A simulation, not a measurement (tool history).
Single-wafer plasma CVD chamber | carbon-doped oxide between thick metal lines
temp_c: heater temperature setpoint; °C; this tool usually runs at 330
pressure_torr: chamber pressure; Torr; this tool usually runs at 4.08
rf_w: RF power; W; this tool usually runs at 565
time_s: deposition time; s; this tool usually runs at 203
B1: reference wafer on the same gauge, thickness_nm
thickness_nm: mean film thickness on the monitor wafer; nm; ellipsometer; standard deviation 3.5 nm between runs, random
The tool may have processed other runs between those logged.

Run 1, day 0.000: usual settings; B1 1109.823. Result: thickness_nm 1194.822 nm.
Run 2, day 1.612: usual settings; B1 1109.895. Result: thickness_nm 1195.005 nm.
At day 2.075: thermocouple changed; heater temperature recalibrated.
Run 3, day 4.092: usual settings; B1 1109.857. Result: thickness_nm 1189.415 nm.
Run 4, day 5.604: usual settings; B1 1109.798. Result: thickness_nm 1187.725 nm.
Run 5, day 7.792: usual settings but pressure_torr 4.55 Torr; B1 1110.094. Result: thickness_nm 1203.643 nm.
Run 6, day 11.421: usual settings but pressure_torr 4.55 Torr; B1 1109.935. Result: thickness_nm 1206.664 nm.
Run 7, day 15.800: usual settings but time_s 216 s; B1 1109.839. Result: thickness_nm 1262.030 nm.
Run 8, day 17.312: usual settings but rf_w 490 W; B1 1110.123. Result: thickness_nm 1039.682 nm.
At day 19.883: showerhead replaced.
Run 9, day 19.896: usual settings but rf_w 490 W; B1 1109.360. Result: thickness_nm 1033.767 nm.
At day 21.467: gauge calibrated.
Run 10, day 21.612: usual settings but pressure_torr 4.45 Torr, rf_w 535 W; B1 1109.214. Result: thickness_nm 1139.760 nm.
Run 11, day 23.233: usual settings; B1 1109.814. Result: thickness_nm 1194.480 nm.
At day 24.500: capacitance manometer re-zeroed and calibrated.
Run 12, day 25.529: usual settings; B1 1110.343. Result: thickness_nm 1185.263 nm.
Run 13, day 27.283: usual settings; B1 1110.132. Result: thickness_nm 1186.650 nm.
Run 14, day 29.842: usual settings but time_s 216 s; B1 1109.732. Result: thickness_nm 1261.984 nm.
Run 15, day 32.142: usual settings but temp_c 340 °C; B1 1110.686. Result: thickness_nm 1149.714 nm.
Run 16, day 33.921: usual settings; B1 1109.651. Result: thickness_nm 1186.358 nm.
Run 17, day 35.754: usual settings but temp_c 336 °C, rf_w 670 W, time_s 236 s; B1 1110.078. Result: thickness_nm 1567.306 nm.
Run 18, day 37.617: usual settings but temp_c 334 °C; B1 1109.305. Result: thickness_nm 1165.858 nm.
At day 40.100: thermocouple changed; heater temperature recalibrated.
Run 19, day 40.158: usual settings; B1 1110.371. Result: thickness_nm 1188.254 nm.
At day 41.158: RF generator calibrated.
Run 20, day 42.925: usual settings but temp_c 322 °C, rf_w 495 W, time_s 222 s; B1 1109.935. Result: thickness_nm 1178.725 nm.
Run 21, day 44.667: usual settings but temp_c 324 °C, pressure_torr 4.71 Torr, rf_w 615 W, time_s 185 s; B1 1110.112. Result: thickness_nm 1209.682 nm.
Run 22, day 47.325: usual settings; B1 1110.344. Result: thickness_nm 1197.044 nm.
Run 23, day 49.008: usual settings but pressure_torr 3.42 Torr; B1 1109.587. Result: thickness_nm 1161.612 nm.
Run 24, day 50.396: usual settings but temp_c 338 °C, rf_w 485 W, time_s 231 s; B1 1110.409. Result: thickness_nm 1127.561 nm.
Run 25, day 51.967: usual settings but time_s 216 s; B1 1110.184. Result: thickness_nm 1264.592 nm.
Run 26, day 54.138: usual settings but temp_c 325 °C, rf_w 650 W; B1 1109.955. Result: thickness_nm 1370.150 nm.
Run 27, day 55.925: usual settings but pressure_torr 4.47 Torr; B1 1110.341. Result: thickness_nm 1204.824 nm.

Consider 4 possible next runs. They are alternatives, not a sequence: every one starts from the tool as it was left by run 27. What does each give?
Run A, day 55.946: usual settings but temp_c 317 °C; B1 ?. Result: thickness_nm ?.
Run B, day 55.946: usual settings but temp_c 325 °C; B1 ?. Result: thickness_nm ?.
Run C, day 55.946: usual settings but temp_c 323 °C, pressure_torr 4.92 Torr, rf_w 495 W, time_s 191 s; B1 ?. Result: thickness_nm ?.
Run D, day 55.946: usual settings but time_s 173 s; B1 ?. Result: thickness_nm ?.

run        B1  thickness_nm
  A  1109.874      1247.917
  B  1109.874      1208.082
  C  1109.874      1034.458
  D  1109.874      1010.839
With the hidden condition removed and each run's random variation left untouched, the same runs would have given:
run  thickness_nm
  A      1247.917
  B      1208.082
  C      1034.458
  D      1010.839

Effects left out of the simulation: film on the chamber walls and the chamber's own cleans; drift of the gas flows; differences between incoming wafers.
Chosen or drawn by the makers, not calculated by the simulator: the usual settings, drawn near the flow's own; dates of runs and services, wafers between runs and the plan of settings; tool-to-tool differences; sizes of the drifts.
